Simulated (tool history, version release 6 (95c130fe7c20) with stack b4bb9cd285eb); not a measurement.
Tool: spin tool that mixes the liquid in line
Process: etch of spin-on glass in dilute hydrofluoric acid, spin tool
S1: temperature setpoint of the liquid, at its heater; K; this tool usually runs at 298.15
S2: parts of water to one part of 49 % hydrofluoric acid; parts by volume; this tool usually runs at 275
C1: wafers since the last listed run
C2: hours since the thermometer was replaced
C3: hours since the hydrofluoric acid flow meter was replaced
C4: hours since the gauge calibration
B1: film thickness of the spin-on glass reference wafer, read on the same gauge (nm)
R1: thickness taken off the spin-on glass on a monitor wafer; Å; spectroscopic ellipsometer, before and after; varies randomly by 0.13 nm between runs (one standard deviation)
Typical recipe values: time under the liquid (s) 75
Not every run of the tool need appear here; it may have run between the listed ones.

Run 1, hour 0: usual settings; C1 0; C2 1864.5; C3 546.2; C4 427.9; B1 99.98. Result: R1 132.2 Å.
Run 2, hour 97.7: usual settings; C1 1592; C2 1962.2; C3 643.9; C4 525.6; B1 100.04. Result: R1 130.8 Å.
Run 3, hour 121.1: usual settings; C1 381; C2 1985.6; C3 667.3; C4 549; B1 100. Result: R1 128.8 Å.
Run 4, hour 135.3: usual settings but time under the liquid (s) 95; C1 231; C2 1999.8; C3 681.5; C4 563.2; B1 100.01. Result: R1 165.2 Å.
Run 5, hour 159.5: usual settings but time under the liquid (s) 95; C1 394; C2 2024; C3 705.7; C4 587.4; B1 100. Result: R1 164.2 Å.
Run 6, hour 180.1: usual settings but time under the liquid (s) 95; C1 335; C2 2044.6; C3 726.3; C4 608; B1 100.01. Result: R1 166.8 Å.
Run 7, hour 208.1: usual settings; C1 456; C2 2072.6; C3 754.3; C4 636; B1 100.01. Result: R1 129.2 Å.
Run 8, hour 230.3: usual settings; C1 361; C2 2094.8; C3 776.5; C4 658.2; B1 100.02. Result: R1 128.4 Å.
Run 9, hour 251.5: usual settings but S1 295.65 K, S2 190 parts by volume; C1 345; C2 2116; C3 797.7; C4 679.4; B1 100. Result: R1 187.9 Å.
Run 10, hour 273.3: usual settings but S1 295.65 K, S2 190 parts by volume; C1 355; C2 2137.8; C3 819.5; C4 701.2; B1 99.97. Result: R1 186.1 Å.
Run 11, hour 304.2: usual settings but S1 295.65 K, S2 190 parts by volume; C1 503; C2 2168.7; C3 850.4; C4 732.1; B1 99.98. Result: R1 190.4 Å.
Run 12, hour 325.5: usual settings but S1 293.15 K; C1 347; C2 2190; C3 871.7; C4 753.4; B1 99.99. Result: R1 109.4 Å.
Run 13, hour 353.1: usual settings but S1 295.65 K, S2 320 parts by volume, time under the liquid (s) 60; C1 449; C2 2217.6; C3 899.3; C4 781; B1 100.01. Result: R1 78.9 Å.
Run 14, hour 372.3: usual settings but S1 294.65 K, S2 355 parts by volume, time under the liquid (s) 115; C1 312; C2 2236.8; C3 918.5; C4 800.2; B1 100.01. Result: R1 125.6 Å.
Run 15, hour 406.5: usual settings but S2 190 parts by volume, time under the liquid (s) 40; C1 557; C2 2271; C3 952.7; C4 834.4; B1 100.01. Result: R1 111.5 Å.
Run 16, hour 419.6: usual settings; C1 213; C2 2284.1; C3 965.8; C4 847.5; B1 100. Result: R1 129.1 Å.
Run 17, hour 450.4: usual settings but S1 293.15 K, S2 350 parts by volume, time under the liquid (s) 105; C1 501; C2 2314.9; C3 996.6; C4 878.3; B1 100.02. Result: R1 112.2 Å.
At hour 498: gauge calibrated.
Run 18, hour 552.9: usual settings but S1 295.65 K, S2 190 parts by volume; C1 1670; C2 2417.4; C3 1099.1; C4 54.9; B1 100.02. Result: R1 187.6 Å.
At hour 600: hydrofluoric acid flow meter replaced.
Run 19, hour 608: usual settings but S1 300.65 K, S2 400 parts by volume, time under the liquid (s) 40; C1 881; C2 2472.5; C3 8; C4 110; B1 99.99. Result: R1 45.7 Å.
Run 20, hour 627.3: usual settings but S1 301.65 K, S2 230 parts by volume; C1 314; C2 2491.8; C3 27.3; C4 129.3; B1 100. Result: R1 183.3 Å.
Run 21, hour 652.8: usual settings but S1 301.65 K; C1 415; C2 2517.3; C3 52.8; C4 154.8; B1 99.97. Result: R1 145.9 Å.
At hour 677: thermometer replaced.
Run 22, hour 684.1: usual settings; C1 493; C2 7.1; C3 84.1; C4 186.1; B1 100. Result: R1 131.5 Å.
Run 23, hour 723.8: usual settings; C1 646; C2 46.8; C3 123.8; C4 225.8; B1 99.99. Result: R1 129.8 Å.
Run 24, hour 741: usual settings but S1 301.15 K, time under the liquid (s) 115; C1 280; C2 64; C3 141; C4 243; B1 100.01. Result: R1 221.3 Å.
Run 25, hour 779.6: usual settings; C1 629; C2 102.6; C3 179.6; C4 281.6; B1 99.99. Result: R1 130.6 Å.
Run 26, hour 808.7: usual settings but S2 415 parts by volume, time under the liquid (s) 105; C1 474; C2 131.7; C3 208.7; C4 310.7; B1 100.01. Result: R1 106.9 Å.
Run 27, hour 827.9: usual settings; C1 312; C2 150.9; C3 227.9; C4 329.9; B1 100. Result: R1 127.4 Å.
Run 28, hour 851.1: usual settings; C1 378; C2 174.1; C3 251.1; C4 353.1; B1 99.99. Result: R1 130.4 Å.
Run 29, hour 873.1: usual settings; C1 358; C2 196.1; C3 273.1; C4 375.1; B1 99.96. Result: R1 130.7 Å.
Run 30, hour 908.4: usual settings but S2 210 parts by volume; C1 575; C2 231.4; C3 308.4; C4 410.4; B1 100.02. Result: R1 182.4 Å.
Run 31, hour 927.1: usual settings but S1 295.15 K, time under the liquid (s) 45; C1 304; C2 250.1; C3 327.1; C4 429.1; B1 100.01. Result: R1 70.3 Å.
Run 32, hour 943.2: usual settings but S1 301.15 K, S2 200 parts by volume, time under the liquid (s) 100; C1 262; C2 266.2; C3 343.2; C4 445.2; B1 100.01. Result: R1 289.6 Å.
Run 33, hour 961.7: usual settings; C1 301; C2 284.7; C3 361.7; C4 463.7; B1 99.99. Result: R1 130.2 Å.

Take each entry between the runs: how does the hidden state at the last listed run before it differ from the hidden state at the first listed run after it?
After run 17, before run 18: gauge calibrated (hour 498)
  no difference in the tool's unlogged condition between these two runs
After run 18, before run 19: hydrofluoric acid flow meter replaced (hour 600)
  no difference in the tool's unlogged condition between these two runs
After run 21, before run 22: thermometer replaced (hour 677)
  no difference in the tool's unlogged condition between these two runs
